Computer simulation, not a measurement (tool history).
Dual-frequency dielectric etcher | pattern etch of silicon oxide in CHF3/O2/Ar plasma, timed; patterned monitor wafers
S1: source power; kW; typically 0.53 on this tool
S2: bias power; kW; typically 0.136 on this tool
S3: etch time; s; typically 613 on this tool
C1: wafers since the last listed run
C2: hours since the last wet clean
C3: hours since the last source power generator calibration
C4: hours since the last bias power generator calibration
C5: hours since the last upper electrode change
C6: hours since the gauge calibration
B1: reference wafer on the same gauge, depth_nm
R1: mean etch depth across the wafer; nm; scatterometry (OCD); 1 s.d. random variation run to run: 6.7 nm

run	day	S1	S2	S3	C1	C2	C3	C4	C5	C6	B1	R1
1	0	0.53	0.152	613	0	370.2	2115	3584.3	2102.1	880.6	1117.2	994.1
2	2.925	0.53	0.152	613	236	440.4	2185.2	3654.5	2172.3	950.8	1117.6	1003.3
3	5.388	0.53	0.152	613	199	499.5	2244.3	3713.6	2231.4	1009.9	1115.8	991.7
# day 6.421: wet clean of the chamber
4	8.371	0.53	0.111	502.5	160	46.8	2315.9	3785.2	2303	1081.5	1113.9	760.6
5	9.704	0.53	0.115	721	107	78.8	2347.9	3817.2	2335	1113.5	1116.2	1091.4
6	11.742	0.53	0.126	613	164	127.7	2396.8	3866.1	2383.9	1162.4	1114.1	954.3
7	14.017	0.53	0.126	613	184	182.3	2451.4	3920.7	2438.5	1217	1116.8	957.1
8	16.204	0.49	0.122	613	176	234.8	2503.9	3973.2	2491	1269.5	1115.4	910.1
9	18.696	0.49	0.122	613	201	294.6	2563.7	4033	2550.8	1329.3	1116.1	904.4
# day 21.692: source power generator calibrated
10	23.571	0.49	0.122	613	380	411.6	45.1	4150	2667.8	1446.3	1115.1	897.1
11	24.725	0.53	0.136	613	93	439.3	72.8	4177.7	2695.5	1474	1117	951.6
# day 28.567: wet clean of the chamber
12	28.588	0.53	0.123	613	231	0.5	165.5	4270.4	2788.2	1566.7	1115.6	970.1
13	29.946	0.53	0.125	486.5	109	33.1	198.1	4303	2820.8	1599.3	1117	765
14	31.179	0.61	0.109	613	99	62.7	227.7	4332.6	2850.4	1628.9	1117.2	964.1
15	33.829	0.53	0.136	613	214	126.3	291.3	4396.2	2914	1692.5	1114.4	992.3
16	34.892	0.58	0.11	473.5	85	151.8	316.8	4421.7	2939.5	1718	1115.1	731
# day 36.142: gauge calibrated
# day 38.029: upper electrode replaced
17	38.05	0.59	0.145	677	174	227.6	392.6	4497.5	0.5	45.8	1114	1152.5
18	39.346	0.46	0.136	496.5	104	258.7	423.7	4528.6	31.6	76.9	1116.5	752.7
19	41.196	0.53	0.125	725.5	149	303.1	468.1	4573	76	121.3	1118.2	1111.2
20	43.362	0.4	0.136	525.5	175	355.1	520.1	4625	128	173.3	1118.3	751.8
21	45.275	0.53	0.16	704	154	401	566	4670.9	173.9	219.2	1116.1	1174.9
22	47.033	0.53	0.136	613	142	443.2	608.2	4713.1	216.1	261.4	1116.1	962.6
# day 48.308: wet clean of the chamber
23	48.329	0.53	0.125	450	23	0.5	639.3	4744.2	247.2	292.5	1115.8	710.1
# day 49.321: bias power generator calibrated
24	50.175	0.53	0.169	502.5	135	44.8	683.6	20.5	291.5	336.8	1115	887.2
25	52.342	0.53	0.169	613	175	96.8	735.6	72.5	343.5	388.8	1114.8	1065.6
26	55.15	0.53	0.127	613	227	164.2	803	139.9	410.9	456.2	1115.4	961.2
27	57.958	0.48	0.146	613	227	231.6	870.4	207.3	478.3	523.6	1119.5	962.2
28	60.712	0.53	0.125	613	222	297.7	936.5	273.4	544.4	589.7	1118.3	950.9
29	63.571	0.53	0.136	613	231	366.3	1005.1	342	613	658.3	1118.7	964.9
30	64.95	0.53	0.136	613	111	399.4	1038.2	375.1	646.1	691.4	1116.5	960.1

For some of the steps in R1 from one run to the next: how much would appear even if the tool had no hidden state, given the settings, what came in and random variation, and how much remains for the hidden state plus any gauge scatter that the measured result and the result without hidden state don't share?
Unlogged tool condition in this case: etch rate over this chamber's usual, %; source power that arrives over what is set, %; bias power that arrives over what is set, %; gauge reads high (%).
Run 3 -> 4: S2 0.152 -> 0.111, S3 613 -> 502.5, wet clean of the chamber. R1 -231.1 nm: hidden state +27.2, all else -258.3.
Run 11 -> 12: S2 0.136 -> 0.123, wet clean of the chamber. R1 +18.5 nm: hidden state +35.6, all else -17.1.
Run 16 -> 17: S1 0.58 -> 0.59, S2 0.11 -> 0.145, S3 473.5 -> 677, gauge calibrated, upper electrode replaced. R1 +421.5 nm: hidden state -10, all else +431.5.
Run 17 -> 18: S1 0.59 -> 0.46, S2 0.145 -> 0.136, S3 677 -> 496.5. R1 -399.8 nm: hidden state +4.1, all else -403.9.
Run 20 -> 21: S1 0.4 -> 0.53, S2 0.136 -> 0.16, S3 525.5 -> 704. R1 +423.1 nm: hidden state -13.8, all else +436.9.
Run 22 -> 23: S2 0.136 -> 0.125, S3 613 -> 450, wet clean of the chamber. R1 -252.5 nm: hidden state +29.4, all else -281.9.
